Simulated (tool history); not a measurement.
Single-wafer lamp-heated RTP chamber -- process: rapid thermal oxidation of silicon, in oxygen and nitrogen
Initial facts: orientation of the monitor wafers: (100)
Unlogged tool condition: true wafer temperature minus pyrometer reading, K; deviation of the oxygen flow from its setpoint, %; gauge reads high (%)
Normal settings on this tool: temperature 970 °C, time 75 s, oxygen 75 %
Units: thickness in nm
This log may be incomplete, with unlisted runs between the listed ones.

run   hour  temperature  time  oxygen  wafers since the last listed run  wafers since the last pyrometer calibration  hours since the oxygen flow controller was replaced  hours since the gauge calibration  read-back reference wafer on the same gauge, thickness  thickness
  1    0.0          970    75      75                                 0                                         7756                                               7670.5                              126.7                                                   4.156      5.353
  2    6.4          970    75      75                                47                                         7803                                               7676.9                              133.1                                                   4.160      5.354
  3   18.6          970    86      75                                89                                         7893                                               7689.1                              145.3                                                   4.162      5.684
  4   28.5          970    86      75                                72                                         7966                                               7699.0                              155.2                                                   4.160      5.684
  5   35.5          970    86      75                                51                                         8017                                               7706.0                              162.2                                                   4.156      5.713
  6   47.4          970    53      75                                87                                         8105                                               7717.9                              174.1                                                   4.160      4.625
  7   58.8          970    53      75                                84                                         8189                                               7729.3                              185.5                                                   4.157      4.647
  8   68.8          970    75      75                                73                                         8263                                               7739.3                              195.5                                                   4.162      5.370
  9   84.9          970    75      75                               118                                         8381                                               7755.4                              211.6                                                   4.160      5.410
 10   93.2          992    75      75                                61                                         8443                                               7763.7                              219.9                                                   4.163      6.313
     112.2  -- pyrometer window cleaned and pyrometer calibrated
     117.0  -- gauge calibrated
     119.9  -- oxygen flow controller replaced
 11  120.4          970   110      75                                84                                            3                                                  0.5                                3.4                                                   4.159      6.693
 12  120.8          970    75      75                                 2                                            6                                                  0.9                                3.8                                                   4.160      5.660
 13  121.1          958   102      64                                 2                                            8                                                  1.2                                4.1                                                   4.161      5.589
 14  129.8          970    75      75                                64                                           72                                                  9.9                               12.8                                                   4.164      5.651
     149.1  -- pyrometer window cleaned and pyrometer calibrated, repeated, since the last time left the tool worse
 15  149.6          993    75      75                                86                                            3                                                 29.7                               32.6                                                   4.153      6.086
 16  186.4          970    75      53                               271                                          275                                                 66.5                               69.4                                                   4.158      4.594
 17  196.2          984    89      90                                72                                          347                                                 76.3                               79.2                                                   4.159      6.505
 18  206.7          940    75      52                                77                                          424                                                 86.8                               89.7                                                   4.161      3.777
 19  217.0          941    47      50                                75                                          500                                                 97.1                              100.0                                                   4.157      3.223
 20  223.6          970    47      98                                48                                          549                                                103.7                              106.6                                                   4.159      4.629
 21  236.8          970    75      75                                97                                          646                                                116.9                              119.8                                                   4.164      5.130

Consider 3 possible next runs. They are alternatives, not a sequence: every one starts from the tool as it was left by run 21. What does each give?
  A  237.3          970    75      50                                 3                                          650                                                117.4                              120.3                                                       ?          ?
  B  237.3          943    56      75                                 3                                          650                                                117.4                              120.3                                                       ?          ?
  C  237.3          970    42      75                                 3                                          650                                                117.4                              120.3                                                       ?          ?

run  read-back reference wafer on the same gauge, thickness  thickness
  A                                                   4.159      4.534
  B                                                   4.159      3.818
  C                                                   4.159      4.081
The same runs, with their run-to-run variation unchanged, on a tool lacking any hidden condition would have given:
run  thickness
  A      4.532
  B      3.816
  C      4.079
